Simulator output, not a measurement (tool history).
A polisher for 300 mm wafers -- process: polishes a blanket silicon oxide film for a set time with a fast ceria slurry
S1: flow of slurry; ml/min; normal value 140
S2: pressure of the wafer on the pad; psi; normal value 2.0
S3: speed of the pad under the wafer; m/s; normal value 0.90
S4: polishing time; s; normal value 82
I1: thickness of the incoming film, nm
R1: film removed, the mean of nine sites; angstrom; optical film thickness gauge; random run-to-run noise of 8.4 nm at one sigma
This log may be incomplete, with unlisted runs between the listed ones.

Run 1, day 0.000: usual settings but S2 1.6 psi, S3 0.68 m/s; I1 3788.6. Result: R1 5246 angstrom.
Run 2, day 2.450: usual settings but S2 1.6 psi, S3 0.68 m/s; I1 3780.2. Result: R1 5206 angstrom.
Run 3, day 4.312: usual settings but S2 1.6 psi, S3 0.68 m/s; I1 3832.8. Result: R1 5130 angstrom.
Run 4, day 6.421: usual settings; I1 3762.1. Result: R1 7626 angstrom.
At day 6.817: worn pad replaced by a new one.
Run 5, day 7.550: usual settings; I1 3817.6. Result: R1 8074 angstrom.
Run 6, day 10.404: usual settings; I1 3856.8. Result: R1 8000 angstrom.
Run 7, day 11.971: usual settings but S3 0.80 m/s; I1 3795.8. Result: R1 7165 angstrom.
At day 14.575: slurry nozzle cleaned.
Run 8, day 14.942: usual settings but S2 1.7 psi; I1 3821.1. Result: R1 6462 angstrom.
At day 15.338: worn pad replaced by a new one.
Run 9, day 17.192: usual settings; I1 3843.1. Result: R1 8213 angstrom.
Run 10, day 20.029: usual settings; I1 3859.4. Result: R1 8085 angstrom.
Run 11, day 21.112: usual settings but S4 68 s; I1 3819.2. Result: R1 6536 angstrom.
At day 22.467: head pressure recalibrated.
Run 12, day 23.962: usual settings but S1 180 ml/min, S2 2.6 psi, S3 1.08 m/s, S4 96 s; I1 3885.2. Result: R1 13362 angstrom.
At day 24.717: worn pad replaced by a new one.
Run 13, day 25.217: usual settings but S1 155 ml/min, S3 0.70 m/s, S4 74 s; I1 3817.3. Result: R1 6167 angstrom.
Run 14, day 27.879: usual settings but S1 160 ml/min, S2 1.5 psi, S3 0.66 m/s; I1 3781.3. Result: R1 4759 angstrom.
Run 15, day 30.204: usual settings; I1 3814.6. Result: R1 7582 angstrom.
Run 16, day 32.517: usual settings but S1 180 ml/min, S2 2.6 psi, S3 1.08 m/s, S4 96 s; I1 3867.0. Result: R1 13372 angstrom.
At day 33.288: worn pad replaced by a new one.
Run 17, day 34.367: usual settings but S4 93 s; I1 3742.7. Result: R1 9134 angstrom.
Run 18, day 37.267: usual settings; I1 3814.2. Result: R1 7799 angstrom.
At day 37.642: slurry nozzle cleaned.
Run 19, day 39.783: usual settings; I1 3881.1. Result: R1 7615 angstrom.
At day 42.629: worn pad replaced by a new one.
Run 20, day 44.958: usual settings but S3 0.98 m/s, S4 58 s; I1 3766.5. Result: R1 6007 angstrom.

Hidden state, per run?
slurry flow missing at the pad, %: 0 at every run
H1: removal rate lost through wear of the pad, %
H2: deviation of the head's pressure from its setpoint, %
run    H1       H2
  1  2.11     1.97
  2  4.44     2.25
  3   6.2     2.48
  4  8.21     2.75
  5  1.83      2.9
  6  4.54      3.3
  7  6.03     3.53
  8  8.85     3.99
  9  2.18     4.36
 10  4.87     4.85
 11   5.9     5.04
 12  8.61   -0.283
 13  1.93   -0.274
 14  4.45   -0.238
 15  6.66   -0.187
 16  8.85   -0.118
 17  1.63  -0.0496
 18  4.38   0.0802
 19  6.77    0.216
 20  2.49    0.561

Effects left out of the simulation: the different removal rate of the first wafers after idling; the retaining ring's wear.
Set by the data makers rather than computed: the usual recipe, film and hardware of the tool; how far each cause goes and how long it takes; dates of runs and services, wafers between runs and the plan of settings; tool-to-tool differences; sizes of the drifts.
